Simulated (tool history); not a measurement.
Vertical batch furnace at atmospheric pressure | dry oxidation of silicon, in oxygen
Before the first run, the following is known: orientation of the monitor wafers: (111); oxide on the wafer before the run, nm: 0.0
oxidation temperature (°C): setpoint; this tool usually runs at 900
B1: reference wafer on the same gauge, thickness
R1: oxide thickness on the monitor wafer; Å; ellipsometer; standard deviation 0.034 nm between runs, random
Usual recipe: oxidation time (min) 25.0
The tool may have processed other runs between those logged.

{"run": 1, "hour": 0.0, "oxidation temperature (°C)": 909, "oxidation time (min)": 25.0, "B1": 12.19, "R1": 166.2}
{"run": 2, "hour": 12.3, "oxidation temperature (°C)": 900, "oxidation time (min)": 25.0, "B1": 12.21, "R1": 151.2}
{"run": 3, "hour": 24.7, "oxidation temperature (°C)": 900, "oxidation time (min)": 25.0, "B1": 12.2, "R1": 151.1}
{"run": 4, "hour": 39.1, "oxidation temperature (°C)": 900, "oxidation time (min)": 25.0, "B1": 12.19, "R1": 150.8}
{"run": 5, "hour": 87.7, "oxidation temperature (°C)": 891, "oxidation time (min)": 25.0, "B1": 12.2, "R1": 137.0}
{"run": 6, "hour": 113.9, "oxidation temperature (°C)": 900, "oxidation time (min)": 25.0, "B1": 12.21, "R1": 150.9}
{"run": 7, "hour": 119.4, "oxidation temperature (°C)": 900, "oxidation time (min)": 25.0, "B1": 12.2, "R1": 150.7}
{"run": 8, "hour": 146.8, "oxidation temperature (°C)": 900, "oxidation time (min)": 25.0, "B1": 12.19, "R1": 150.3}
{"run": 9, "hour": 151.2, "oxidation temperature (°C)": 900, "oxidation time (min)": 25.0, "B1": 12.2, "R1": 151.6}
{"run": 10, "hour": 155.6, "oxidation temperature (°C)": 914, "oxidation time (min)": 25.0, "B1": 12.2, "R1": 174.2}
{"run": 11, "hour": 161.3, "oxidation temperature (°C)": 900, "oxidation time (min)": 15.0, "B1": 12.19, "R1": 105.2}
{"run": 12, "hour": 172.4, "oxidation temperature (°C)": 917, "oxidation time (min)": 13.5, "B1": 12.19, "R1": 116.8}
{"run": 13, "hour": 179.6, "oxidation temperature (°C)": 920, "oxidation time (min)": 18.5, "B1": 12.2, "R1": 150.8}
{"run": 14, "hour": 185.9, "oxidation temperature (°C)": 923, "oxidation time (min)": 18.0, "B1": 12.2, "R1": 151.8}
{"run": 15, "hour": 193.8, "oxidation temperature (°C)": 900, "oxidation time (min)": 28.5, "B1": 12.2, "R1": 165.8}

Not shown here: 3 entries made in the log between runs. Locate each between two listed runs and compare the hidden state at the listed run before it with the hidden state at the listed run after it:
In the gap between runs 5 and 6: thermocouples replaced and temperature profile calibrated (hour 113.4)
  no difference in the tool's unlogged condition between these two runs
In the gap between runs 7 and 8: gauge calibrated (hour 138.4); boat lift adjusted (hour 146.3)
  no difference in the tool's unlogged condition between these two runs

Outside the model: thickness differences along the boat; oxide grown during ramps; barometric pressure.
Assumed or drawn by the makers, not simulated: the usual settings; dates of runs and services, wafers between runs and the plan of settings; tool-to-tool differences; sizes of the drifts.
